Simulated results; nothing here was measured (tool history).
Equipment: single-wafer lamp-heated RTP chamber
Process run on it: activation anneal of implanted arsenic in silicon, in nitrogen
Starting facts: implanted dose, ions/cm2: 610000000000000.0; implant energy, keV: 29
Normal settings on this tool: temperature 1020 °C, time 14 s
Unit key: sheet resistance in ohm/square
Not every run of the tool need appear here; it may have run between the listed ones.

| run | day | temperature | time | read-back reference wafer on the same gauge, sheet resistance | sheet resistance |
|---|---|---|---|---|---|
| 1 | 0 | 1004 | 11 | 153.04 | 176.87 |
| 2 | 0.258 | 1004 | 11 | 153.07 | 176.53 |
| 3 | 0.962 | 997 | 20 | 152.98 | 174.91 |
| 4 | 1.696 | 997 | 20 | 152.95 | 175.26 |
| 5 | 2.438 | 997 | 20 | 152.97 | 174.73 |
| 6 | 2.871 | 1012 | 14 | 153 | 175.02 |
| 7 | 3.175 | 1012 | 14 | 152.98 | 174.92 |
| 8 | 3.896 | 1030 | 14 | 153.05 | 173.07 |
| 9 | 4.329 | 1030 | 14 | 153.02 | 172.82 |
| 10 | 4.588 | 1020 | 14 | 152.99 | 174.38 |
|  | 5.021 | gauge calibrated |
|  | 5.062 | pyrometer window cleaned and pyrometer calibrated |
| 11 | 5.304 | 1028 | 9 | 153.01 | 176.64 |
|  | 5.912 | reflector plate cleaned |
| 12 | 5.933 | 1028 | 9 | 153.03 | 176.09 |
| 13 | 6.417 | 1020 | 8 | 153 | 177.49 |
| 14 | 6.862 | 1020 | 6 | 152.93 | 178.51 |
| 15 | 7.138 | 1005 | 10 | 153 | 177.72 |
| 16 | 7.546 | 1030 | 21 | 152.99 | 171.71 |
| 17 | 8.25 | 997 | 20 | 153.02 | 175.89 |
| 18 | 8.554 | 1044 | 11 | 153.01 | 173.25 |
| 19 | 9.25 | 1020 | 14 | 153.01 | 174.07 |
| 20 | 9.625 | 1020 | 14 | 152.97 | 174.63 |
| 21 | 11.45 | 1020 | 17 | 152.98 | 173.43 |
| 22 | 12.054 | 1020 | 14 | 152.98 | 174.39 |
| 23 | 12.588 | 1020 | 19 | 153.01 | 173.1 |
| 24 | 13.004 | 997 | 21 | 153.03 | 174.46 |
| 25 | 14.242 | 1003 | 9 | 152.98 | 177.71 |

Branching from run 25: 5 alternative next runs. What would each branch give?
| A | 14.258 | 1020 | 18 | ? | ? |
| B | 14.258 | 995 | 10 | ? | ? |
| C | 14.258 | 1020 | 10 | ? | ? |
| D | 14.258 | 990 | 8 | ? | ? |
| E | 14.258 | 996 | 22 | ? | ? |

| run | read-back reference wafer on the same gauge, sheet resistance | sheet resistance |
|---|---|---|
| A | 152.95 | 173.03 |
| B | 152.95 | 178.49 |
| C | 152.95 | 175.74 |
| D | 152.95 | 180.14 |
| E | 152.95 | 174.65 |
Without the tool's hidden state the same runs would have given:
| run | sheet resistance |
|---|---|
| A | 174.22 |
| B | 179.76 |
| C | 176.96 |
| D | 181.32 |
| E | 175.87 |
